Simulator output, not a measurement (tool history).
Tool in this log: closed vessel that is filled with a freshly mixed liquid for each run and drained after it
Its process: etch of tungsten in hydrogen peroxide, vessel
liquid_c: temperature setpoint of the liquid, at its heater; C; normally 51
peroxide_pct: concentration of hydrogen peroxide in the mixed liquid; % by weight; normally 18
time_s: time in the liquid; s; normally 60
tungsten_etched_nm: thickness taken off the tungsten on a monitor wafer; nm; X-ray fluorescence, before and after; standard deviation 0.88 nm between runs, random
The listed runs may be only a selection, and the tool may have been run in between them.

run,hour,liquid_c,peroxide_pct,time_s,wafers since the last listed run,hours since the thermometer was replaced,hours since the peroxide flow meter was replaced,hours since the drum of peroxide was connected,hours since the gauge calibration,"read-back film thickness of the tungsten reference wafer, read on the same gauge (nm)",tungsten_etched_nm
1,0,51,18,60,0,490.6,248.6,3.1,140.6,129.99,181.73
2,193.2,51,18,60,15471,683.8,441.8,196.3,333.8,130,179.83
3,232,51,18,60,3107,722.6,480.6,235.1,372.6,130,179.88
# hour 262: new drum of peroxide connected
4,273.8,51,18,50,3267,764.4,522.4,11.8,414.4,129.99,152.28
# hour 302.7: peroxide flow meter replaced
# hour 334.5: thermometer replaced
5,338.9,51,18,50,5052,4.4,36.2,76.9,479.5,129.99,152.02
6,367.9,51,16,60,2322,33.4,65.2,105.9,508.5,130,170.79
7,422.5,51,16,60,4372,88,119.8,160.5,563.1,130,170.45
8,454.3,43.5,18,60,2546,119.8,151.6,192.3,594.9,130.01,113.03
# hour 461.6: gauge calibrated
9,487.7,51,21,40,2674,153.2,185,225.7,26.1,130,130.93
10,534.3,57,15.5,70,3731,199.8,231.6,272.3,72.7,130.03,277.83
# hour 585.1: new drum of peroxide connected
11,585.8,51,18,60,4043,251.3,283.1,0.7,124.2,129.98,182.14
12,626.5,43,22.5,45,3259,292,323.8,41.4,164.9,130.02,91.95
13,650.8,51,18,60,1945,316.3,348.1,65.7,189.2,129.97,182.39
14,719.8,51,18,60,5525,385.3,417.1,134.7,258.2,130.01,182.37
15,787.6,51,13,60,5429,453.1,484.9,202.5,326,129.98,153.2

Predict each of these 4 candidate next runs independently; none follows another, all start after run 15:
A,788.3,51,18,75,56,453.8,485.6,203.2,326.7,?,?
B,788.3,46,18,45,56,453.8,485.6,203.2,326.7,?,?
C,788.3,58.5,20.5,45,56,453.8,485.6,203.2,326.7,?,?
D,788.3,51,22.5,75,56,453.8,485.6,203.2,326.7,?,?

run,"read-back film thickness of the tungsten reference wafer, read on the same gauge (nm)",tungsten_etched_nm
A,130.02,226.47
B,130.02,99.81
C,130.02,226.35
D,130.02,253.2
Without the tool's hidden state the same runs would have given:
run,tungsten_etched_nm
A,229.46
B,101.13
C,229.34
D,256.55
